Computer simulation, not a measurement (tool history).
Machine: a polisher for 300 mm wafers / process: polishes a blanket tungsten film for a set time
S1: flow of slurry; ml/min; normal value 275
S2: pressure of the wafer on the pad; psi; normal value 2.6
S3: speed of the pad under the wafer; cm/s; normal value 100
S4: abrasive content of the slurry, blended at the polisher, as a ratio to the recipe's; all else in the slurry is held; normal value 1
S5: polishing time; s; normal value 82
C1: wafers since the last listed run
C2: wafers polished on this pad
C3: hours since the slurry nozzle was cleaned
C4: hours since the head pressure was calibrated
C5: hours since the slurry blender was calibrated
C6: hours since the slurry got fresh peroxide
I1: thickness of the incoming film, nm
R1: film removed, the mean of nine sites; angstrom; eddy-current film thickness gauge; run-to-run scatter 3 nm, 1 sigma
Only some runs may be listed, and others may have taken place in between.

run   hour   S1   S2   S3    S4   S5   C1   C2     C3     C4     C5     C6      I1    R1
  1      0  275  2.6  100     1   61    0  460   47.3  576.6    6.2   14.5  1420.7  1773
  2    8.1  275  2.6  100     1   61   71  532   55.4  584.7   14.3   22.6  1423.8  1786
  3   24.9  275  2.1  100     1   82  148  681   72.2  601.5   31.1   39.4  1439.9  1952
  4   34.6  275  2.1  100     1   82   85  767   81.9  611.2   40.8   49.1    1419  1915
        39  -- worn pad replaced by a new one
  5   50.2  275  2.1  100     1   82  102   98   97.5  626.8   56.4   64.7  1451.1  2050
  6   67.8  275  2.6  100     1   82  156  254  115.1  644.4     74   82.3  1455.7  2441
  7   80.7  275  2.6  100     1   82  114  369    128  657.3   86.9   95.2  1453.1  2380
  8  120.6  275  2.6  100     1   82  353  723  167.9  697.2  126.8  135.1  1439.9  2457
     135.8  -- worn pad replaced by a new one
     138.2  -- slurry tank refilled with fresh slurry and peroxide
  9  138.7  275  2.6   74     1   82  116   16    186  715.3  144.9    0.5    1446  1961
 10  154.8  275  2.6   74     1   82  142  159  202.1  731.4    161   16.6  1434.7  1917
     158.6  -- head pressure recalibrated
 11  168.6  275  2.8   92     1   82  104  264  215.9     10  174.8   30.4  1420.7  2436
     172.4  -- slurry blender recalibrated
 12  186.4  275  2.8   92     1   82  140  404  233.7   27.8     14   48.2  1425.3  2471
 13  192.9  275  2.6   68   0.7   62   57  461  240.2   34.3   20.5   54.7  1440.4  1170
     195.4  -- slurry nozzle cleaned
 14    207  275  2.6  100  1.25   82  116  577   11.6   48.4   34.6   68.8  1429.1  2566
 15  213.8  275  2.6  100     1   56   60  638   18.4   55.2   41.4   75.6  1443.3  1596
 16  221.2  275  2.3  100  0.85   82   65  703   25.8   62.6   48.8     83  1421.6  2005
       235  -- worn pad replaced by a new one
 17  238.8  275  3.2   88   1.3   82  120   33   43.4   80.2   66.4  100.6  1433.3  3035
 18  252.7  275  2.1  100     1   82  123  156   57.3   94.1   80.3  114.5    1444  2060
 19  262.4  310  2.9  100     1   82   85  242     67  103.8     90  124.2  1442.1  2796
 20  275.9  360  2.6   86  1.25   82  119  362   80.5  117.3  103.5  137.7  1465.5  2345
     283.6  -- slurry tank refilled with fresh slurry and peroxide
 21  295.8  275  2.6  100     1   82  167  529  100.4  137.2  123.4   12.2  1454.1  2446
 22    311  275  2.6  120     1   82  134  664  115.6  152.4  138.6   27.4    1418  2884
 23  322.4  315  2.6  100     1  102  101  765    127  163.8    150   38.8  1432.1  3013
 24  330.9  245  2.6  100     1   82   75  841  135.5  172.3  158.5   47.3    1449  2354
 25  339.4  275  2.6  100   0.7   82   75  916    144  180.8    167   55.8  1465.4  2195
     350.6  -- worn pad replaced by a new one
 26  351.1  275  2.6  100     1   82   68    4  155.7  192.5  178.7   67.5  1436.4  2558

For some of the steps in R1 from one run to the next: how much would appear even if the tool had no hidden state, given the settings, what came in and random variation, and how much remains for the hidden state plus any gauge scatter that the measured result and the result without hidden state don't share?
Hidden state present: removal rate lost through wear of the pad, %; slurry flow missing at the pad, %; deviation of the head's pressure from its setpoint, %; abrasive missing from the slurry, %; peroxide lost from the slurry, %.
Run 8 -> 9: S3 100 -> 74, worn pad replaced by a new one, slurry tank refilled with fresh slurry and peroxide. R1 -496 angstrom: hidden state +182, all else -678.
Run 12 -> 13: S2 2.8 -> 2.6, S3 92 -> 68, S4 1 -> 0.7, S5 82 -> 62. R1 -1301 angstrom: hidden state +106, all else -1407.
Run 13 -> 14: S3 68 -> 100, S4 0.7 -> 1.25, S5 62 -> 82, slurry nozzle cleaned. R1 +1396 angstrom: hidden state -143, all else +1539.
Run 25 -> 26: S4 0.7 -> 1, worn pad replaced by a new one. R1 +363 angstrom: hidden state +161, all else +202.
